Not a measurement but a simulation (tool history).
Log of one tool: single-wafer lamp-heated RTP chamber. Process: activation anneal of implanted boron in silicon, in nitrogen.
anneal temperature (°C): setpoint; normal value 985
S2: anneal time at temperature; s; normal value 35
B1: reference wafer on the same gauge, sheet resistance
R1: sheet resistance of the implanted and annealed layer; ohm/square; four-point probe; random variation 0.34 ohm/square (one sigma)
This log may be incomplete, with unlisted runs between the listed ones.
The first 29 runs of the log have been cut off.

{"run": 30, "hour": 436.6, "anneal temperature (°C)": 998, "S2": 35, "B1": 122.1, "R1": 119.91}
{"run": 31, "hour": 443.7, "anneal temperature (°C)": 956, "S2": 42, "B1": 121.89, "R1": 146.37}
{"run": 32, "hour": 452.9, "anneal temperature (°C)": 971, "S2": 28, "B1": 121.92, "R1": 135.91}
{"run": 33, "hour": 461.6, "anneal temperature (°C)": 985, "S2": 35, "B1": 122, "R1": 125.04}
{"run": 34, "hour": 473.3, "anneal temperature (°C)": 997, "S2": 46, "B1": 121.93, "R1": 119.28}
{"run": 35, "hour": 487.9, "anneal temperature (°C)": 994, "S2": 50, "B1": 122.07, "R1": 120.71}
{"run": 36, "hour": 493.9, "anneal temperature (°C)": 985, "S2": 35, "B1": 122.05, "R1": 125.13}
{"run": 37, "hour": 505.9, "anneal temperature (°C)": 1013, "S2": 46, "B1": 122.03, "R1": 115.59}
{"run": 38, "hour": 522.2, "anneal temperature (°C)": 968, "S2": 35, "B1": 121.93, "R1": 136.87}

Each row is a separate what-if for the run after 38, all from the same tool condition, not one after another. Results?
{"run": "A", "hour": 522.6, "anneal temperature (°C)": 1010, "S2": 35, "B1": "?", "R1": "?"}
{"run": "B", "hour": 522.6, "anneal temperature (°C)": 968, "S2": 22, "B1": "?", "R1": "?"}
{"run": "C", "hour": 522.6, "anneal temperature (°C)": 1011, "S2": 35, "B1": "?", "R1": "?"}

run=A B1=122.04 R1=117.6
run=B B1=122.04 R1=142.34
run=C B1=122.04 R1=117.4
With the hidden condition removed and each run's random variation left untouched, the same runs would have given:
run=A R1=117.6
run=B R1=142.34
run=C R1=117.4
